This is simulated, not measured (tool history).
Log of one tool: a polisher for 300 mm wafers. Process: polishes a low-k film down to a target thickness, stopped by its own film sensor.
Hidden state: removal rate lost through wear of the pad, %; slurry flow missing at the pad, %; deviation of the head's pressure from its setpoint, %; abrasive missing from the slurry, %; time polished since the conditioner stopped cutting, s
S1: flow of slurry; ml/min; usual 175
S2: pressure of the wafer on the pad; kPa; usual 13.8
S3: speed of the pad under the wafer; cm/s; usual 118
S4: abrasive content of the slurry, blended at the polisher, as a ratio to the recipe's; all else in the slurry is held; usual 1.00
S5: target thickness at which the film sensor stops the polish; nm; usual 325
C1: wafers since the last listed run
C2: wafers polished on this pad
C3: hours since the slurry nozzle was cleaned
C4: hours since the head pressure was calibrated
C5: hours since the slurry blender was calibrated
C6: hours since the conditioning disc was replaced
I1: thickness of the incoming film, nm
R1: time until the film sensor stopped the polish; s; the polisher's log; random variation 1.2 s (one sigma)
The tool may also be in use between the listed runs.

Run 1, hour 0.0: usual settings; C1 0; C2 3735; C3 340.9; C4 9.7; C5 138.1; C6 113.0; I1 390.4. Result: R1 130.4 s.
At hour 36.7: worn pad replaced by a new one.
Run 2, hour 68.3: usual settings; C1 441; C2 216; C3 409.2; C4 78.0; C5 206.4; C6 181.3; I1 388.3. Result: R1 132.4 s.
Run 3, hour 171.6: usual settings but S1 140 ml/min; C1 708; C2 925; C3 512.5; C4 181.3; C5 309.7; C6 284.6; I1 393.3. Result: R1 151.2 s.
Run 4, hour 231.5: usual settings; C1 411; C2 1336; C3 572.4; C4 241.2; C5 369.6; C6 344.5; I1 391.9. Result: R1 145.3 s.
Run 5, hour 335.9: usual settings; C1 716; C2 2052; C3 676.8; C4 345.6; C5 474.0; C6 448.9; I1 388.7. Result: R1 135.7 s.
At hour 361.2: conditioning disc replaced and pad reconditioned.
At hour 365.1: slurry blender recalibrated.
Run 6, hour 393.2: usual settings; C1 365; C2 2418; C3 734.1; C4 402.9; C5 28.1; C6 32.0; I1 384.7. Result: R1 128.9 s.
At hour 412.0: slurry nozzle cleaned.
Run 7, hour 459.6: usual settings; C1 448; C2 2867; C3 47.6; C4 469.3; C5 94.5; C6 98.4; I1 393.1. Result: R1 149.4 s.
At hour 498.5: worn pad replaced by a new one, repeated, since the last time left the tool worse.
Run 8, hour 507.1: usual settings but S4 1.10; C1 298; C2 58; C3 95.1; C4 516.8; C5 142.0; C6 145.9; I1 392.2. Result: R1 118.1 s.
At hour 517.8: head pressure recalibrated.
Run 9, hour 607.7: usual settings; C1 676; C2 735; C3 195.7; C4 89.9; C5 242.6; C6 246.5; I1 384.7. Result: R1 108.9 s.
Run 10, hour 687.1: usual settings; C1 544; C2 1280; C3 275.1; C4 169.3; C5 322.0; C6 325.9; I1 384.0. Result: R1 108.9 s.
Run 11, hour 752.2: usual settings but S1 115 ml/min, S3 88 cm/s, S4 0.70, S5 333 nm; C1 446; C2 1726; C3 340.2; C4 234.4; C5 387.1; C6 391.0; I1 391.0. Result: R1 179.1 s.
At hour 827.8: conditioning disc replaced and pad reconditioned.
Run 12, hour 850.6: usual settings but S1 130 ml/min, S2 11.7 kPa; C1 661; C2 2388; C3 438.6; C4 332.8; C5 485.5; C6 22.8; I1 389.4. Result: R1 148.6 s.
At hour 869.1: slurry blender recalibrated.
Run 13, hour 893.5: usual settings but S2 9.7 kPa, S3 154 cm/s; C1 280; C2 2669; C3 481.5; C4 375.7; C5 24.4; C6 65.7; I1 387.2. Result: R1 129.4 s.
At hour 949.9: worn pad replaced by a new one.
Run 14, hour 968.7: usual settings but S4 1.30; C1 488; C2 128; C3 556.7; C4 450.9; C5 99.6; C6 140.9; I1 393.6. Result: R1 112.4 s.
Run 15, hour 1044.6: usual settings; C1 520; C2 649; C3 632.6; C4 526.8; C5 175.5; C6 216.8; I1 389.6. Result: R1 119.1 s.
Run 16, hour 1095.6: usual settings but S1 130 ml/min, S2 17.9 kPa, S3 88 cm/s, S4 0.85; C1 349; C2 999; C3 683.6; C4 577.8; C5 226.5; C6 267.8; I1 393.3. Result: R1 146.1 s.
At hour 1103.4: slurry nozzle cleaned.
Run 17, hour 1157.8: usual settings; C1 419; C2 1419; C3 54.4; C4 640.0; C5 288.7; C6 330.0; I1 383.9. Result: R1 109.8 s.
At hour 1196.6: head pressure recalibrated.
Run 18, hour 1212.7: usual settings but S1 195 ml/min, S2 15.2 kPa, S5 310 nm; C1 362; C2 1782; C3 109.3; C4 16.1; C5 343.6; C6 384.9; I1 389.5. Result: R1 134.2 s.
Run 19, hour 1292.3: usual settings but S3 144 cm/s, S4 1.30; C1 546; C2 2328; C3 188.9; C4 95.7; C5 423.2; C6 464.5; I1 398.9. Result: R1 109.1 s.
At hour 1309.9: conditioning disc replaced and pad reconditioned.
At hour 1382.0: slurry blender recalibrated.
Run 20, hour 1385.1: usual settings but S1 115 ml/min, S2 11.0 kPa, S3 92 cm/s; C1 609; C2 2937; C3 281.7; C4 188.5; C5 3.1; C6 75.2; I1 396.5. Result: R1 220.1 s.
At hour 1459.5: worn pad replaced by a new one.
Run 21, hour 1492.1: usual settings; C1 706; C2 223; C3 388.7; C4 295.5; C5 110.1; C6 182.2; I1 394.1. Result: R1 126.0 s.
Run 22, hour 1578.4: usual settings but S2 9.7 kPa, S3 76 cm/s, S4 0.80, S5 319 nm; C1 592; C2 816; C3 475.0; C4 381.8; C5 196.4; C6 268.5; I1 389.2. Result: R1 278.5 s.
Run 23, hour 1642.3: usual settings; C1 438; C2 1254; C3 538.9; C4 445.7; C5 260.3; C6 332.4; I1 397.2. Result: R1 135.0 s.
Run 24, hour 1697.2: usual settings but S3 94 cm/s, S5 314 nm; C1 376; C2 1631; C3 593.8; C4 500.6; C5 315.2; C6 387.3; I1 383.5. Result: R1 157.2 s.
At hour 1758.5: conditioning disc replaced and pad reconditioned.
At hour 1771.1: head pressure recalibrated.
Run 25, hour 1781.5: usual settings but S3 84 cm/s, S5 340 nm; C1 550; C2 2182; C3 678.1; C4 10.4; C5 399.5; C6 23.0; I1 390.1. Result: R1 123.4 s.
Run 26, hour 1839.3: usual settings but S2 9.0 kPa; C1 396; C2 2578; C3 735.9; C4 68.2; C5 457.3; C6 80.8; I1 386.7. Result: R1 166.6 s.

3 ways to go on from here, each from the tool as it stands after run 26. What would each give?
Run A, hour 1839.8: usual settings but S1 235 ml/min; C1 3; C2 2582; C3 736.4; C4 68.7; C5 457.8; C6 81.3; I1 387.5. Result: R1 ?.
Run B, hour 1839.8: usual settings but S4 0.70; C1 3; C2 2582; C3 736.4; C4 68.7; C5 457.8; C6 81.3; I1 387.5. Result: R1 ?.
Run C, hour 1839.8: usual settings but S1 210 ml/min; C1 3; C2 2582; C3 736.4; C4 68.7; C5 457.8; C6 81.3; I1 387.5. Result: R1 ?.

run     R1
  A  113.8
  B  141.4
  C  115.4
Without the tool's hidden state the same runs would have given:
run     R1
  A  107.9
  B  134.0
  C  109.4
